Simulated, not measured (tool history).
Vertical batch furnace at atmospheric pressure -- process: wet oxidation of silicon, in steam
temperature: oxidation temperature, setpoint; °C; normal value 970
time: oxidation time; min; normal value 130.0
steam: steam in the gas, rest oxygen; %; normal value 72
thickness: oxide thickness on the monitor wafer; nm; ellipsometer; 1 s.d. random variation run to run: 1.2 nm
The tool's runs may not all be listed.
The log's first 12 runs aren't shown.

run    hour  temperature   time  steam  read-back reference wafer on the same gauge, thickness  thickness
 13  1401.5          970  130.0     72                                                  509.73     472.17
 14  1483.0          970  130.0     72                                                  510.42     469.92
 15  1788.4          986  130.0     72                                                  510.36     530.43
 16  1891.0          956  169.0     60                                                  509.89     443.44
 17  1968.1          991   89.5     63                                                  509.85     386.43
 18  2074.8          947  184.0     76                                                  510.68     520.20
 19  2154.4          960   81.0     72                                                  509.70     305.73
     2176.7  -- gauge calibrated
 20  2216.7          970  130.0     84                                                  510.24     526.05
 21  2293.6          970  130.0     72                                                  509.80     472.89
 22  2373.3          962   91.5     66                                                  510.59     319.78
     2412.0  -- thermocouples replaced and temperature profile calibrated
 23  2521.8          970  130.0     72                                                  510.44     469.81
 24  2577.3          970  130.0     75                                                  509.64     482.54
 25  2615.8          958  130.0     84                                                  509.46     476.52
 26  2654.9          970  130.0     72                                                  510.05     469.81

Run 27 has not been measured yet. What should we expect?
 27  2740.5          978  174.0     78                                                       ?          ?

read-back reference wafer on the same gauge, thickness: 509.61
thickness: 641.96 nm
Had the tool carried no hidden state, the very same run would have given thickness 641.96 nm.

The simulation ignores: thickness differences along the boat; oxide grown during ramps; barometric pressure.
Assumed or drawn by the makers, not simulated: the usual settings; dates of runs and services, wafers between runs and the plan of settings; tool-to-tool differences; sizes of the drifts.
